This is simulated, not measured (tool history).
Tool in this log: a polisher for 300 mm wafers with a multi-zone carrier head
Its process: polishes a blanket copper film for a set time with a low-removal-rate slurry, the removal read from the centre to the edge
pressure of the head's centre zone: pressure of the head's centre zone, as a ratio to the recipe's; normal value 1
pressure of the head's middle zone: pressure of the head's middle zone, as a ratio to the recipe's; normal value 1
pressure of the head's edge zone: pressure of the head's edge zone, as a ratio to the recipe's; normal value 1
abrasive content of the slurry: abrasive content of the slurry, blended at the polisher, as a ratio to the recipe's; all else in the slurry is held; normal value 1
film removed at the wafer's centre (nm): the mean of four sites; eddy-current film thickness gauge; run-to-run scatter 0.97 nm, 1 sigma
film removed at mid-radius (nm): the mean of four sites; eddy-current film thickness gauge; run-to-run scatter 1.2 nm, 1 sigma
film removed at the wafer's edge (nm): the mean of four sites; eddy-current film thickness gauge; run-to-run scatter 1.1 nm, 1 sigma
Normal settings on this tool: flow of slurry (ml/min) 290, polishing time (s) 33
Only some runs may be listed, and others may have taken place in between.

run	hour	flow of slurry (ml/min)	pressure of the head's centre zone	pressure of the head's middle zone	pressure of the head's edge zone	abrasive content of the slurry	polishing time (s)	incoming thickness of the incoming film, nm	film removed at the wafer's centre (nm)	film removed at mid-radius (nm)	film removed at the wafer's edge (nm)
1	0	290	1	1	1.08	1	33	1378.1	80.4	78.3	82.5
2	78.2	270	1	1	1.06	1	33	1342.5	78.6	77	77.6
3	145	270	1	1	1.06	1	33	1378.9	74.6	74	77.5
# hour 153.3: slurry nozzle cleaned
# hour 220.5: worn pad replaced by a new one
4	237.2	290	1	1	1.05	1	33	1356.6	80.7	80.4	80.8
# hour 291.2: edge zone pressure recalibrated
5	418.5	290	1	1.05	1	1	33	1359.1	75.3	75.4	71.9
# hour 432: carrier head's membrane replaced by a new one, of another model than before
# hour 469.5: worn pad replaced by a new one
6	511.2	290	1	1.05	1	1	33	1343.9	82.6	80	78.4
# hour 571.8: slurry nozzle cleaned
7	587.2	290	1	1.05	1	1	33	1371.7	79.2	79	77.3
8	648.5	190	1	0.9	1	1	33	1357	72.3	68.7	71.2
# hour 662.2: centre zone pressure recalibrated
# hour 708.4: worn pad replaced by a new one
9	821.3	290	1	1	1	1	33	1351.1	79.4	78.7	76.4
10	917.8	290	1	1	1	1	33	1346.4	72.7	73	72.8
# hour 938.9: worn pad replaced by a new one
# hour 990.4: edge zone pressure recalibrated
# hour 1001.3: slurry nozzle cleaned
11	1018.1	290	1	1	1	1	33	1372.5	80.4	77.9	77.5
12	1086	390	1	1.04	1	1	33	1360.7	80.2	80.7	78.6
13	1143.5	215	1	1	1	1	33	1343	71.4	71.6	73
14	1210.8	290	1	1	1.05	0.9	33	1329.7	68.4	66.8	68.3
# hour 1231.9: worn pad replaced by a new one
# hour 1254.7: carrier head's membrane replaced by a new one
15	1294.5	255	1	1.06	0.92	1	25	1369.3	59.9	62	58.9

Here are 5 independent what-if runs from the current tool condition. What would each one return?
A	1294.9	290	1	1	0.94	1	33	1370.1	?	?	?
B	1294.9	290	1.1	1	1.07	0.75	33	1370.1	?	?	?
C	1294.9	325	1	1.06	1	0.8	23	1370.1	?	?	?
D	1294.9	290	1.06	1.04	1	1.25	33	1370.1	?	?	?
E	1294.9	290	1	1.1	1	1.1	33	1370.1	?	?	?

run	film removed at the wafer's centre (nm)	film removed at mid-radius (nm)	film removed at the wafer's edge (nm)
A	80.4	78.5	77.7
B	85.7	72.2	74.3
C	53.3	53.3	52.1
D	93.6	85	84.1
E	82.6	84.2	81.2
Without the tool's hidden state the same runs would have given:
run	film removed at the wafer's centre (nm)	film removed at mid-radius (nm)	film removed at the wafer's edge (nm)
A	81.1	79.2	78.3
B	86.4	72.8	74.9
C	53.7	53.8	52.6
D	94.4	85.7	84.8
E	83.3	84.9	81.8
